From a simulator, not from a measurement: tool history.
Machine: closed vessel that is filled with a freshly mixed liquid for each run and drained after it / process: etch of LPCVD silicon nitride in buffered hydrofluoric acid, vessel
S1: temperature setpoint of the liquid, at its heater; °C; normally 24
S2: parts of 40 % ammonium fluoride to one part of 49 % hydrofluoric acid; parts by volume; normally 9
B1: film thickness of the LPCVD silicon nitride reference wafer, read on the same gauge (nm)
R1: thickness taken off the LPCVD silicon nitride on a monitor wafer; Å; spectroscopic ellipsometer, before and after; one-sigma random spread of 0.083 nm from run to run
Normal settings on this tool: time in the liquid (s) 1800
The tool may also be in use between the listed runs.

run 1 hour=0 | S1=24 S2=6 time_in_the_liquid_(s)=2315 | B1=130 | R1=439
run 2 hour=19.1 | S1=24 S2=6 time_in_the_liquid_(s)=2315 | B1=130.01 | R1=437.6
run 3 hour=54.7 | S1=24 S2=6 time_in_the_liquid_(s)=2315 | B1=130.01 | R1=440
run 4 hour=83.7 | S1=24 S2=9 time_in_the_liquid_(s)=1800 | B1=130.02 | R1=232.2
run 5 hour=102.8 | S1=24 S2=9 time_in_the_liquid_(s)=1800 | B1=129.98 | R1=233.1
run 6 hour=117.8 | S1=24 S2=9 time_in_the_liquid_(s)=1800 | B1=130.01 | R1=231.6
run 7 hour=133.7 | S1=24 S2=9 time_in_the_liquid_(s)=1800 | B1=130.05 | R1=232
-- hour=143.6 hydrofluoric acid flow meter replaced
run 8 hour=154.8 | S1=24 S2=9 time_in_the_liquid_(s)=1390 | B1=130.02 | R1=192
-- hour=173.8 gauge calibrated
run 9 hour=188.4 | S1=22.5 S2=9 time_in_the_liquid_(s)=885 | B1=130.03 | R1=112.2
-- hour=210.6 thermometer replaced
run 10 hour=217.5 | S1=24 S2=9 time_in_the_liquid_(s)=1800 | B1=129.97 | R1=247.9
run 11 hour=244.7 | S1=26.5 S2=9 time_in_the_liquid_(s)=1800 | B1=129.99 | R1=284.5
run 12 hour=261.7 | S1=24 S2=6 time_in_the_liquid_(s)=2315 | B1=130.04 | R1=475.5
run 13 hour=289.1 | S1=24 S2=6 time_in_the_liquid_(s)=1800 | B1=130.03 | R1=367.7
run 14 hour=314.7 | S1=24 S2=11 time_in_the_liquid_(s)=1800 | B1=130.01 | R1=208.5
run 15 hour=335.9 | S1=24 S2=9 time_in_the_liquid_(s)=1800 | B1=129.98 | R1=247.6

Forecast each of these 3 alternatives for the next run:
run A hour=337 | S1=24 S2=9 time_in_the_liquid_(s)=1800 | B1=? | R1=?
run B hour=337 | S1=26 S2=10.5 time_in_the_liquid_(s)=725 | B1=? | R1=?
run C hour=337 | S1=27.5 S2=8 time_in_the_liquid_(s)=2275 | B1=? | R1=?

run=A B1=130.02 R1=247.9
run=B B1=130.02 R1=98.2
run=C B1=130.02 R1=423.7
Stripped of hidden state, with their random variation kept, the same runs would have yielded:
run=A R1=252.9
run=B R1=101.3
run=C R1=438.5
